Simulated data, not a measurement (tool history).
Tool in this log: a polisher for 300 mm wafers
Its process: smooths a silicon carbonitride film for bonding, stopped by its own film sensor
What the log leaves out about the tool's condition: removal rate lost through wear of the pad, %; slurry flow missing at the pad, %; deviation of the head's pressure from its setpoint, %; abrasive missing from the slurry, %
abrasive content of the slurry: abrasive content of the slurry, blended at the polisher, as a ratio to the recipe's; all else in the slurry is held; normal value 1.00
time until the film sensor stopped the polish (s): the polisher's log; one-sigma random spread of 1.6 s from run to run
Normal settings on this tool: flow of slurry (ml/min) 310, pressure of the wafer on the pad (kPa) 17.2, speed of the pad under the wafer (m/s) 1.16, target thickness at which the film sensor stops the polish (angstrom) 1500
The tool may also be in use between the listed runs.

run     day  flow of slurry (ml/min)  pressure of the wafer on the pad (kPa)  speed of the pad under the wafer (m/s)  abrasive content of the slurry  target thickness at which the film sensor stops the polish (angstrom)  wafers since the last listed run  wafers polished on this pad  hours since the slurry nozzle was cleaned  hours since the head pressure was calibrated  hours since the slurry blender was calibrated  incoming thickness of the incoming film, nm  time until the film sensor stopped the polish (s)
  1   0.000                      310                                    15.2                                    1.16                            1.00                                                                   1500                                 0                         1881                                      327.1                                         463.5                                          199.8                                        192.5                                              130.3
  2   2.196                      310                                    15.2                                    1.16                            1.00                                                                   1500                               406                         2288                                      379.8                                         516.2                                          252.5                                        191.1                                              124.5
  3   4.517                      310                                    15.2                                    1.16                            1.00                                                                   1500                               429                         2717                                      435.5                                         571.9                                          308.2                                        190.2                                              121.3
  4   8.283                      310                                    17.2                                    1.16                            1.00                                                                   1500                               696                         3413                                      525.9                                         662.3                                          398.6                                        191.0                                              111.7
      9.596  -- slurry nozzle cleaned
  5  11.217                      310                                    17.2                                    1.16                            1.00                                                                   1500                               534                         3948                                       38.9                                         732.7                                          469.0                                        190.2                                              113.2
     13.238  -- worn pad replaced by a new one
  6  14.967                      310                                    17.2                                    1.28                            1.00                                                                   1500                               662                          319                                      128.9                                         822.7                                          559.0                                        193.4                                              117.3
     17.104  -- slurry blender recalibrated
     17.796  -- head pressure recalibrated
  7  18.396                      310                                    17.2                                    1.28                            1.00                                                                   1500                               603                          923                                      211.2                                          14.4                                           31.0                                        188.5                                              114.6
  8  24.071                      310                                    17.2                                    1.28                            1.00                                                                   1500                              1049                         1972                                      347.4                                         150.6                                          167.2                                        186.6                                              107.0
  9  26.146                      310                                    17.2                                    1.16                            1.00                                                                   1500                               383                         2356                                      397.2                                         200.4                                          217.0                                        191.3                                              137.2
 10  28.921                      310                                    17.2                                    1.16                            1.00                                                                   1500                               513                         2869                                      463.8                                         267.0                                          283.6                                        188.5                                              125.9
 11  32.108                      310                                    17.2                                    1.16                            1.00                                                                   1570                               589                         3459                                      540.3                                         343.5                                          360.1                                        192.3                                              119.2
     33.129  -- slurry nozzle cleaned
 12  35.588                      310                                    17.2                                    1.16                            1.00                                                                   1500                               635                         4094                                       59.0                                         427.0                                          443.6                                        190.6                                              138.7
     36.825  -- worn pad replaced by a new one
 13  38.062                      310                                    19.3                                    1.16                            1.10                                                                   1500                               426                          228                                      118.4                                         486.4                                          503.0                                        191.8                                              126.2
 14  42.479                      260                                    17.2                                    0.88                            1.00                                                                   1500                               816                         1045                                      224.4                                         592.4                                          609.0                                        192.5                                              200.0
     43.600  -- slurry blender recalibrated, repeated, since the last time left the tool worse
 15  44.975                      310                                    17.2                                    1.16                            1.00                                                                   1500                               446                         1491                                      284.3                                         652.3                                           33.0                                        189.2                                              107.2
     47.333  -- head pressure recalibrated
 16  47.517                      310                                    17.2                                    0.78                            1.00                                                                   1500                               454                         1946                                      345.3                                           4.4                                           94.0                                        186.7                                              137.5
 17  49.308                      310                                    17.2                                    1.16                            1.25                                                                   1500                               331                         2277                                      388.3                                          47.4                                          137.0                                        190.3                                              101.5
 18  51.450                      395                                    17.2                                    1.42                            1.00                                                                   1500                               396                         2673                                      439.7                                          98.8                                          188.4                                        187.6                                               83.7
     53.692  -- slurry nozzle cleaned
     55.850  -- worn pad replaced by a new one
 19  55.871                      310                                    17.2                                    1.16                            1.30                                                                   1500                               779                            4                                       52.3                                         204.9                                          294.5                                        191.8                                              100.8
 20  59.408                      310                                    17.2                                    1.16                            1.00                                                                   1500                               654                          658                                      137.2                                         289.8                                          379.4                                        192.1                                              118.6
 21  61.996                      310                                    20.0                                    1.16                            1.00                                                                   1500                               478                         1136                                      199.3                                         351.9                                          441.5                                        191.2                                              103.5
 22  66.188                      310                                    17.2                                    1.16                            1.00                                                                   1570                               775                         1912                                      299.9                                         452.5                                          542.1                                        191.3                                              100.0
     67.267  -- slurry blender recalibrated
 23  69.971                      310                                    17.2                                    1.16                            1.00                                                                   1500                               684                         2596                                      390.7                                         543.3                                           64.9                                        192.1                                              113.9
 24  74.321                      310                                    11.7                                    1.16                            1.00                                                                   1610                               804                         3400                                      495.1                                         647.7                                          169.3                                        189.4                                              107.3
 25  75.838                      310                                    17.2                                    1.16                            1.00                                                                   1500                               280                         3681                                      531.5                                         684.1                                          205.7                                        189.7                                              106.9
     76.408  -- slurry nozzle cleaned
 26  78.717                      310                                    17.2                                    1.06                            1.00                                                                   1500                               524                         4205                                       55.4                                         753.2                                          274.8                                        191.3                                              118.5
     79.279  -- worn pad replaced by a new one
 27  80.988                      310                                    22.1                                    1.16                            1.30                                                                   1580                               389                          315                                      109.9                                         807.7                                          329.3                                        189.8                                               61.5
     83.638  -- head pressure recalibrated
 28  83.658                      310                                    17.2                                    1.00                            0.85                                                                   1500                               478                          794                                      174.0                                           0.5                                          393.4                                        189.7                                              138.0
 29  86.096                      310                                    17.2                                    1.16                            1.00                                                                   1500                               450                         1245                                      232.5                                          59.0                                          451.9                                        192.3                                              120.2

Take each entry between the runs: how does the hidden state at the last listed run before it differ from the hidden state at the first listed run after it?
Logged between run 4 and run 5: slurry nozzle cleaned (day 9.596)
  abrasive missing from the slurry, %: 7.55 -> 10.2
  what was measured, less what the result would be without the hidden state, time until the film sensor stopped the polish (s): +4.2 -> +5.8
Logged between run 5 and run 6: worn pad replaced by a new one (day 13.238)
  abrasive missing from the slurry, %: 10.2 -> 14.2
  what was measured, less what the result would be without the hidden state, time until the film sensor stopped the polish (s): +5.8 -> +8.6
Logged between run 6 and run 7: slurry blender recalibrated (day 17.104); head pressure recalibrated (day 17.796)
  abrasive missing from the slurry, %: 14.2 -> 28.4
  what was measured, less what the result would be without the hidden state, time until the film sensor stopped the polish (s): +8.6 -> +18.6
Logged between run 11 and run 12: slurry nozzle cleaned (day 33.129)
  abrasive missing from the slurry, %: 34 -> 36.9
  what was measured, less what the result would be without the hidden state, time until the film sensor stopped the polish (s): +23.9 -> +30.8
Logged between run 12 and run 13: worn pad replaced by a new one (day 36.825)
  abrasive missing from the slurry, %: 36.9 -> 39.3
  what was measured, less what the result would be without the hidden state, time until the film sensor stopped the polish (s): +30.8 -> +29.2
Logged between run 14 and run 15: slurry blender recalibrated, repeated, since the last time left the tool worse (day 43.600)
  abrasive missing from the slurry, %: 44.4 -> 1.68
  what was measured, less what the result would be without the hidden state, time until the film sensor stopped the polish (s): +56.7 -> +0.9
Logged between run 15 and run 16: head pressure recalibrated (day 47.333)
  abrasive missing from the slurry, %: 1.68 -> 2.01
  what was measured, less what the result would be without the hidden state, time until the film sensor stopped the polish (s): +0.9 -> +1.3
Logged between run 18 and run 19: slurry nozzle cleaned (day 53.692); worn pad replaced by a new one (day 55.850)
  abrasive missing from the slurry, %: 3.16 -> 5.37
  what was measured, less what the result would be without the hidden state, time until the film sensor stopped the polish (s): +1.3 -> +2.3
Logged between run 22 and run 23: slurry blender recalibrated (day 67.267)
  abrasive missing from the slurry, %: 14.3 -> 1.12
  what was measured, less what the result would be without the hidden state, time until the film sensor stopped the polish (s): +7.4 -> +0.6
Logged between run 25 and run 26: slurry nozzle cleaned (day 76.408)
  abrasive missing from the slurry, %: 2.77 -> 4.2
  what was measured, less what the result would be without the hidden state, time until the film sensor stopped the polish (s): +1.4 -> +2.5
Logged between run 26 and run 27: worn pad replaced by a new one (day 79.279)
  abrasive missing from the slurry, %: 4.2 -> 5.62
  what was measured, less what the result would be without the hidden state, time until the film sensor stopped the polish (s): +2.5 -> +1.5
Logged between run 27 and run 28: head pressure recalibrated (day 83.638)
  abrasive missing from the slurry, %: 5.62 -> 7.61
  what was measured, less what the result would be without the hidden state, time until the film sensor stopped the polish (s): +1.5 -> +5.7

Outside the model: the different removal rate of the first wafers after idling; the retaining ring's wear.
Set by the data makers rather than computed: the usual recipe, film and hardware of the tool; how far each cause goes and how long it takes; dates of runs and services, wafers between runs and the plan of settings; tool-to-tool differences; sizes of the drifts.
